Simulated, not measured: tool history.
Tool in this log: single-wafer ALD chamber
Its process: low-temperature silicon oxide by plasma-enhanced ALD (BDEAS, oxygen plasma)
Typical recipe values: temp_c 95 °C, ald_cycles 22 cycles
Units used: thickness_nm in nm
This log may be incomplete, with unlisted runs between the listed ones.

run,hour,temp_c,ald_cycles,wafers since the last listed run,hours since the last thermocouple change,hours since the gauge calibration,"read-back reference wafer on the same gauge, thickness_nm",thickness_nm
1,0,95,24,0,2556.7,247.6,3.653,3.749
2,14.4,95,24,121,2571.1,262,3.649,3.767
3,31.6,95,24,144,2588.3,279.2,3.65,3.766
4,48.5,95,19,142,2605.2,296.1,3.646,2.978
5,65.7,95,19,144,2622.4,313.3,3.648,2.969
6,82.6,95,25,142,2639.3,330.2,3.651,3.918
7,97.7,95,25,127,2654.4,345.3,3.651,3.913
8,111.9,95,25,119,2668.6,359.5,3.651,3.906
9,120.2,105,20,69,2676.9,367.8,3.65,3.052
# hour 128.2: gauge calibrated
10,137.7,105,20,147,2694.4,9.5,3.646,3.037
11,152,95,22,120,2708.7,23.8,3.65,3.442
12,158.9,95,22,58,2715.6,30.7,3.651,3.439
13,183.6,104,19,208,2740.3,55.4,3.651,2.908
14,194.7,104,19,93,2751.4,66.5,3.645,2.911
15,203.2,105,19,71,2759.9,75,3.652,2.908
# hour 212.3: thermocouple changed; heater temperature recalibrated
16,216.4,95,18,43,4.1,88.2,3.651,2.833
17,227.4,83,23,92,15.1,99.2,3.653,3.734
18,234.4,95,22,58,22.1,106.2,3.649,3.427
19,248.3,95,22,117,36,120.1,3.652,3.432
20,256.6,108,24,69,44.3,128.4,3.649,3.655
21,266.9,95,22,86,54.6,138.7,3.649,3.441
22,283,95,22,135,70.7,154.8,3.648,3.443
23,298.7,95,22,132,86.4,170.5,3.649,3.44
24,309,104,24,86,96.7,180.8,3.651,3.666
25,321.1,86,21,101,108.8,192.9,3.651,3.377
26,337,95,23,133,124.7,208.8,3.65,3.612
27,355,91,20,151,142.7,226.8,3.65,3.158
28,361.3,95,22,53,149,233.1,3.652,3.454

Each row is a separate what-if for the run after 28, all from the same tool condition, not one after another. Results?
A,361.7,100,22,3,149.4,233.5,?,?
B,361.7,99,22,3,149.4,233.5,?,?
C,361.7,91,22,3,149.4,233.5,?,?
D,361.7,95,26,3,149.4,233.5,?,?

run,"read-back reference wafer on the same gauge, thickness_nm",thickness_nm
A,3.652,3.394
B,3.652,3.405
C,3.652,3.491
D,3.652,4.074
Stripped of hidden state, with their random variation kept, the same runs would have yielded:
run,thickness_nm
A,3.394
B,3.405
C,3.491
D,4.074
